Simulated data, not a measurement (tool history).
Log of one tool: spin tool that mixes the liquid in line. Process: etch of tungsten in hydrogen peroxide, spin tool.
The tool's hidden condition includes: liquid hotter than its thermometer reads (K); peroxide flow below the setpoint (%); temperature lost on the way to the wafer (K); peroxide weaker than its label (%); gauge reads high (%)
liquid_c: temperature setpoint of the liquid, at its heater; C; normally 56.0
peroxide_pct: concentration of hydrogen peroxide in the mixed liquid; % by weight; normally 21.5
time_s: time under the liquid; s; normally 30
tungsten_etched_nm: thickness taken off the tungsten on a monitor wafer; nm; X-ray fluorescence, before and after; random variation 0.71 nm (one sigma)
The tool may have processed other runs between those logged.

run	day	liquid_c	peroxide_pct	time_s	wafers since the last listed run	hours since the thermometer was replaced	hours since the peroxide flow meter was replaced	hours since the heated supply line was repaired	hours since the drum of peroxide was connected	hours since the gauge calibration	read-back film thickness of the tungsten reference wafer, read on the same gauge (nm)	tungsten_etched_nm
1	0.000	56.0	21.5	30	0	2251.2	1614.9	3214.1	522.2	199.9	149.99	81.30
2	0.679	56.0	21.5	30	293	2267.5	1631.2	3230.4	538.5	216.2	150.04	81.75
3	1.675	56.0	21.5	30	430	2291.4	1655.1	3254.3	562.4	240.1	150.01	80.78
4	4.242	56.0	21.5	30	1110	2353.0	1716.7	3315.9	624.0	301.7	150.03	81.15
5	5.325	56.0	21.5	30	468	2379.0	1742.7	3341.9	650.0	327.7	150.03	81.06
6	6.650	56.0	21.5	30	573	2410.8	1774.5	3373.7	681.8	359.5	149.99	80.66
7	7.771	56.0	21.5	30	485	2437.7	1801.4	3400.6	708.7	386.4	149.99	79.97
8	8.496	56.0	21.5	30	313	2455.1	1818.8	3418.0	726.1	403.8	150.04	81.55
# day 8.617: thermometer replaced
9	9.462	56.0	21.5	30	400	20.3	1842.0	3441.2	749.3	427.0	150.01	79.44
10	10.588	56.0	21.5	30	486	47.3	1869.0	3468.2	776.3	454.0	150.00	79.71
# day 11.275: peroxide flow meter replaced
11	11.442	47.5	19.5	20	351	67.8	4.0	3488.7	796.8	474.5	149.98	30.17
# day 11.958: gauge calibrated
12	12.642	56.0	19.5	30	519	96.6	32.8	3517.5	825.6	16.4	149.98	76.79
# day 13.854: heated supply line repaired
13	14.088	56.0	21.5	30	607	131.3	67.5	5.6	860.3	51.1	149.99	102.50
14	14.712	56.0	26.0	30	270	146.3	82.5	20.6	875.3	66.1	150.01	113.72
# day 15.271: new drum of peroxide connected
15	15.667	46.5	18.5	20	394	169.2	105.4	43.5	9.5	89.0	149.99	35.21
16	16.417	56.0	21.5	30	324	187.2	123.4	61.5	27.5	107.0	150.01	103.08
17	17.767	56.0	21.5	30	584	219.6	155.8	93.9	59.9	139.4	149.97	101.47
18	18.542	51.0	21.5	35	335	238.2	174.4	112.5	78.5	158.0	150.00	88.17
19	19.450	60.0	19.0	45	393	260.0	196.2	134.3	100.3	179.8	150.03	179.35
20	20.529	51.0	25.5	30	466	285.9	222.1	160.2	126.2	205.7	150.04	81.67

What if the next run were any one of these 5? Each begins from the tool's condition after run 20:
A	20.546	56.0	18.5	30	7	286.3	222.5	160.6	126.6	206.1	?	?
B	20.546	53.0	23.5	30	7	286.3	222.5	160.6	126.6	206.1	?	?
C	20.546	62.0	26.5	30	7	286.3	222.5	160.6	126.6	206.1	?	?
D	20.546	65.0	25.5	30	7	286.3	222.5	160.6	126.6	206.1	?	?
E	20.546	61.5	21.5	30	7	286.3	222.5	160.6	126.6	206.1	?	?

run	read-back film thickness of the tungsten reference wafer, read on the same gauge (nm)	tungsten_etched_nm
A	150.01	94.77
B	150.01	89.33
C	150.01	160.63
D	150.01	186.65
E	150.01	140.62
Without the tool's hidden state the same runs would have given:
run	tungsten_etched_nm
A	96.92
B	91.39
C	164.14
D	190.65
E	143.70
